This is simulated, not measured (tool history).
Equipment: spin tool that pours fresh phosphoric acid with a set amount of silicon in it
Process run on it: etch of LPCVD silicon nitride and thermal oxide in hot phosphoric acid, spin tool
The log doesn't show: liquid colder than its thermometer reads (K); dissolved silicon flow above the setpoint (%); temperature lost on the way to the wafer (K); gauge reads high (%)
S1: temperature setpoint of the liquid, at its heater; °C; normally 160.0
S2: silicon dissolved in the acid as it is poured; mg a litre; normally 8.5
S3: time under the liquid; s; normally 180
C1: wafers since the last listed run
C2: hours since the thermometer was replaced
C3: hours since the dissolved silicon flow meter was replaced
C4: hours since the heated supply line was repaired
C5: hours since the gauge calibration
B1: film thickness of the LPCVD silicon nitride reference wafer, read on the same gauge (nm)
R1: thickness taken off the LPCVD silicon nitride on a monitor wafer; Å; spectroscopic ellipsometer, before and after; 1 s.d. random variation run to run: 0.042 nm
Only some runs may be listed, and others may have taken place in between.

Run 1, hour 0.0: usual settings but S1 161.0 °C; C1 0; C2 2916.6; C3 785.8; C4 2132.9; C5 162.9; B1 50.03. Result: R1 138.9 Å.
Run 2, hour 14.0: usual settings but S1 161.0 °C; C1 70; C2 2930.6; C3 799.8; C4 2146.9; C5 176.9; B1 50.02. Result: R1 138.3 Å.
Run 3, hour 21.6: usual settings but S1 161.0 °C; C1 38; C2 2938.2; C3 807.4; C4 2154.5; C5 184.5; B1 50.07. Result: R1 137.5 Å.
Run 4, hour 37.8: usual settings; C1 81; C2 2954.4; C3 823.6; C4 2170.7; C5 200.7; B1 49.98. Result: R1 133.4 Å.
Run 5, hour 48.4: usual settings; C1 53; C2 2965.0; C3 834.2; C4 2181.3; C5 211.3; B1 49.97. Result: R1 133.6 Å.
Run 6, hour 57.7: usual settings; C1 46; C2 2974.3; C3 843.5; C4 2190.6; C5 220.6; B1 50.02. Result: R1 132.9 Å.
Run 7, hour 75.0: usual settings; C1 87; C2 2991.6; C3 860.8; C4 2207.9; C5 237.9; B1 50.01. Result: R1 133.1 Å.
At hour 83.6: thermometer replaced.
At hour 90.6: heated supply line repaired.
Run 8, hour 91.1: usual settings; C1 71; C2 7.5; C3 876.9; C4 0.5; C5 254.0; B1 50.02. Result: R1 148.3 Å.
At hour 92.5: gauge calibrated.
At hour 93.4: dissolved silicon flow meter replaced.
Run 9, hour 102.4: usual settings; C1 51; C2 18.8; C3 9.0; C4 11.8; C5 9.9; B1 49.94. Result: R1 148.9 Å.
Run 10, hour 112.6: usual settings; C1 51; C2 29.0; C3 19.2; C4 22.0; C5 20.1; B1 50.00. Result: R1 148.9 Å.
Run 11, hour 121.7: usual settings; C1 45; C2 38.1; C3 28.3; C4 31.1; C5 29.2; B1 50.02. Result: R1 148.2 Å.
Run 12, hour 135.6: usual settings but S2 3.5 mg a litre; C1 70; C2 52.0; C3 42.2; C4 45.0; C5 43.1; B1 50.03. Result: R1 148.5 Å.
Run 13, hour 151.8: usual settings but S3 225 s; C1 81; C2 68.2; C3 58.4; C4 61.2; C5 59.3; B1 50.02. Result: R1 185.0 Å.
Run 14, hour 159.9: usual settings but S1 162.5 °C; C1 40; C2 76.3; C3 66.5; C4 69.3; C5 67.4; B1 49.98. Result: R1 160.5 Å.
Run 15, hour 174.3: usual settings but S1 158.0 °C; C1 72; C2 90.7; C3 80.9; C4 83.7; C5 81.8; B1 50.00. Result: R1 137.8 Å.
Run 16, hour 189.0: usual settings; C1 74; C2 105.4; C3 95.6; C4 98.4; C5 96.5; B1 50.00. Result: R1 147.7 Å.
Run 17, hour 195.6: usual settings but S3 135 s; C1 33; C2 112.0; C3 102.2; C4 105.0; C5 103.1; B1 50.01. Result: R1 110.7 Å.
Run 18, hour 209.2: usual settings but S2 5.5 mg a litre, S3 220 s; C1 68; C2 125.6; C3 115.8; C4 118.6; C5 116.7; B1 49.93. Result: R1 180.7 Å.
Run 19, hour 221.3: usual settings; C1 60; C2 137.7; C3 127.9; C4 130.7; C5 128.8; B1 50.02. Result: R1 147.8 Å.
Run 20, hour 229.6: usual settings; C1 41; C2 146.0; C3 136.2; C4 139.0; C5 137.1; B1 50.05. Result: R1 147.5 Å.
Run 21, hour 235.9: usual settings but S1 161.0 °C, S3 280 s; C1 31; C2 152.3; C3 142.5; C4 145.3; C5 143.4; B1 50.07. Result: R1 237.3 Å.
Run 22, hour 247.0: usual settings but S2 12.5 mg a litre; C1 55; C2 163.4; C3 153.6; C4 156.4; C5 154.5; B1 49.99. Result: R1 148.0 Å.

How would selected steps in R1 from run to run divide? Give the signed amount a tool lacking its hidden state would still show from settings, what came in and random variation, and the signed amount left for the hidden state, including any gauge scatter that is not in both of the compared results.
Run 7 -> 8: thermometer replaced, heated supply line repaired. R1 +15.2 Å: hidden state +15.5, all else -0.3.
Run 20 -> 21: S1 160.0 -> 161.0, S3 180 -> 280. R1 +89.8 Å: hidden state -3.0, all else +92.8.
Run 21 -> 22: S1 161.0 -> 160.0, S2 8.5 -> 12.5, S3 280 -> 180. R1 -89.3 Å: hidden state +2.8, all else -92.1.
